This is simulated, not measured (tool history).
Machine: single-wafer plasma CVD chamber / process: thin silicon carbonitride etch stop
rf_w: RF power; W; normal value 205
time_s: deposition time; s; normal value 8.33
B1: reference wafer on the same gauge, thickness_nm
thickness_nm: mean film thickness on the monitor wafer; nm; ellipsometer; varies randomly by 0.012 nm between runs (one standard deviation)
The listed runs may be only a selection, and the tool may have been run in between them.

Run 1, hour 0.0: usual settings but rf_w 215 W, time_s 7.28 s; B1 4.349. Result: thickness_nm 4.142 nm.
Run 2, hour 49.3: usual settings but rf_w 215 W, time_s 7.28 s; B1 4.352. Result: thickness_nm 4.164 nm.
Run 3, hour 78.6: usual settings; B1 4.345. Result: thickness_nm 4.685 nm.
Run 4, hour 122.2: usual settings; B1 4.350. Result: thickness_nm 4.669 nm.
Run 5, hour 174.0: usual settings but rf_w 180 W, time_s 9.29 s; B1 4.349. Result: thickness_nm 5.032 nm.
Run 6, hour 238.9: usual settings but rf_w 180 W, time_s 9.29 s; B1 4.346. Result: thickness_nm 5.045 nm.
Run 7, hour 278.3: usual settings but rf_w 215 W; B1 4.353. Result: thickness_nm 4.721 nm.
At hour 337.3: gauge calibrated.
Run 8, hour 338.7: usual settings; B1 4.351. Result: thickness_nm 4.656 nm.
Run 9, hour 377.4: usual settings but time_s 9.18 s; B1 4.347. Result: thickness_nm 5.117 nm.
At hour 400.8: RF generator calibrated.
Run 10, hour 459.9: usual settings but time_s 9.18 s; B1 4.350. Result: thickness_nm 5.273 nm.
Run 11, hour 496.3: usual settings but rf_w 195 W; B1 4.346. Result: thickness_nm 4.716 nm.
Run 12, hour 522.4: usual settings but rf_w 225 W, time_s 9.59 s; B1 4.350. Result: thickness_nm 5.633 nm.
At hour 556.4: thermocouple changed; heater temperature recalibrated.
Run 13, hour 584.8: usual settings but rf_w 225 W, time_s 9.73 s; B1 4.349. Result: thickness_nm 5.709 nm.
Run 14, hour 636.2: usual settings but rf_w 220 W, time_s 6.97 s; B1 4.345. Result: thickness_nm 4.045 nm.
Run 15, hour 685.5: usual settings but rf_w 235 W, time_s 9.65 s; B1 4.352. Result: thickness_nm 5.710 nm.
Run 16, hour 741.5: usual settings but rf_w 225 W; B1 4.349. Result: thickness_nm 4.878 nm.
At hour 752.6: showerhead replaced.
Run 17, hour 806.9: usual settings but rf_w 245 W, time_s 8.80 s; B1 4.353. Result: thickness_nm 5.260 nm.
Run 18, hour 855.2: usual settings; B1 4.350. Result: thickness_nm 4.750 nm.
Run 19, hour 889.7: usual settings but rf_w 230 W, time_s 9.39 s; B1 4.351. Result: thickness_nm 5.543 nm.
Run 20, hour 924.9: usual settings but rf_w 220 W, time_s 7.80 s; B1 4.349. Result: thickness_nm 4.547 nm.
Run 21, hour 966.5: usual settings but rf_w 240 W; B1 4.350. Result: thickness_nm 4.945 nm.
Run 22, hour 994.1: usual settings; B1 4.352. Result: thickness_nm 4.737 nm.

Results per run with the tool's hidden condition removed, run-to-run variation unchanged:
What the log doesn't record here: wafer temperature above the value expected at the setpoint (K); delivered RF power above the setpoint (%); gauge reads high (%).
run  thickness_nm
  1         4.232
  2         4.257
  3         4.792
  4         4.777
  5         5.153
  6         5.170
  7         4.841
  8         4.779
  9         5.254
 10         5.290
 11         4.734
 12         5.656
 13         5.737
 14         4.067
 15         5.745
 16         4.912
 17         5.301
 18         4.789
 19         5.591
 20         4.589
 21         4.993
 22         4.785
